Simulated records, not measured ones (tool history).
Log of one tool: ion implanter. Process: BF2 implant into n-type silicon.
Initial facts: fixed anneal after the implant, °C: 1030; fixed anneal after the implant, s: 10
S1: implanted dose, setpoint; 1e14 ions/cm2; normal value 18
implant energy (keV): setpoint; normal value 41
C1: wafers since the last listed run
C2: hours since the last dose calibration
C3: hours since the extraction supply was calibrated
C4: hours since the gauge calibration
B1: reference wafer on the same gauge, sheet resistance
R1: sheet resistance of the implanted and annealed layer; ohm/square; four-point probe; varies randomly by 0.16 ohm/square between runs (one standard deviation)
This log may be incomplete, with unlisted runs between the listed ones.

{"run": 1, "hour": 0.0, "S1": 16.91, "implant energy (keV)": 41, "C1": 0, "C2": 1398.6, "C3": 4151.5, "C4": 555.2, "B1": 89.01, "R1": 104.72}
{"hour": 41.4, "done": "gauge calibrated"}
{"run": 2, "hour": 166.2, "S1": 19.1, "implant energy (keV)": 32.5, "C1": 2121, "C2": 1564.8, "C3": 4317.7, "C4": 124.8, "B1": 89.02, "R1": 114.97}
{"run": 3, "hour": 225.8, "S1": 18, "implant energy (keV)": 41, "C1": 760, "C2": 1624.4, "C3": 4377.3, "C4": 184.4, "B1": 89.02, "R1": 103.47}
{"run": 4, "hour": 265.2, "S1": 18, "implant energy (keV)": 41, "C1": 502, "C2": 1663.8, "C3": 4416.7, "C4": 223.8, "B1": 89, "R1": 103.54}
{"run": 5, "hour": 303.5, "S1": 16.16, "implant energy (keV)": 41, "C1": 488, "C2": 1702.1, "C3": 4455, "C4": 262.1, "B1": 89.06, "R1": 105.91}
{"run": 6, "hour": 354.0, "S1": 18, "implant energy (keV)": 41, "C1": 644, "C2": 1752.6, "C3": 4505.5, "C4": 312.6, "B1": 89, "R1": 103.36}
{"run": 7, "hour": 410.5, "S1": 14.44, "implant energy (keV)": 41, "C1": 721, "C2": 1809.1, "C3": 4562, "C4": 369.1, "B1": 88.93, "R1": 108.95}
{"run": 8, "hour": 461.9, "S1": 14.44, "implant energy (keV)": 41, "C1": 656, "C2": 1860.5, "C3": 4613.4, "C4": 420.5, "B1": 88.95, "R1": 109.09}
{"hour": 502.4, "done": "Faraday cup replaced and dose calibrated"}
{"run": 9, "hour": 502.9, "S1": 15.22, "implant energy (keV)": 26.5, "C1": 421, "C2": 0.5, "C3": 4654.4, "C4": 461.5, "B1": 88.97, "R1": 131.16}
{"run": 10, "hour": 560.2, "S1": 13.96, "implant energy (keV)": 31.5, "C1": 731, "C2": 57.8, "C3": 4711.7, "C4": 518.8, "B1": 89.01, "R1": 123.25}
{"run": 11, "hour": 612.0, "S1": 18, "implant energy (keV)": 41, "C1": 661, "C2": 109.6, "C3": 4763.5, "C4": 570.6, "B1": 88.97, "R1": 103.63}
{"hour": 633.9, "done": "extraction supply calibrated"}
{"run": 12, "hour": 637.2, "S1": 18, "implant energy (keV)": 41, "C1": 219, "C2": 134.8, "C3": 3.3, "C4": 595.8, "B1": 88.98, "R1": 103.31}
{"hour": 663.8, "done": "gauge calibrated"}
{"run": 13, "hour": 676.5, "S1": 20.1, "implant energy (keV)": 50, "C1": 501, "C2": 174.1, "C3": 42.6, "C4": 12.7, "B1": 88.96, "R1": 91.92}
{"run": 14, "hour": 719.5, "S1": 18, "implant energy (keV)": 41, "C1": 548, "C2": 217.1, "C3": 85.6, "C4": 55.7, "B1": 88.99, "R1": 103.4}
{"run": 15, "hour": 780.0, "S1": 13.9, "implant energy (keV)": 49.5, "C1": 772, "C2": 277.6, "C3": 146.1, "C4": 116.2, "B1": 89, "R1": 102.52}
{"run": 16, "hour": 829.5, "S1": 16.6, "implant energy (keV)": 41, "C1": 631, "C2": 327.1, "C3": 195.6, "C4": 165.7, "B1": 89.02, "R1": 105.2}
{"run": 17, "hour": 854.6, "S1": 15.57, "implant energy (keV)": 47, "C1": 320, "C2": 352.2, "C3": 220.7, "C4": 190.8, "B1": 89.05, "R1": 100.65}

How the hidden state differs across the entries between the runs, from the last listed run before each to the first after it:
Run 1 -> run 2: gauge calibrated (hour 41.4)
  nothing in the hidden state changes from one run to the other
Run 8 -> run 9: Faraday cup replaced and dose calibrated (hour 502.4)
  nothing in the hidden state changes from one run to the other
Run 11 -> run 12: extraction supply calibrated (hour 633.9)
  nothing in the hidden state changes from one run to the other
Run 12 -> run 13: gauge calibrated (hour 663.8)
  nothing in the hidden state changes from one run to the other
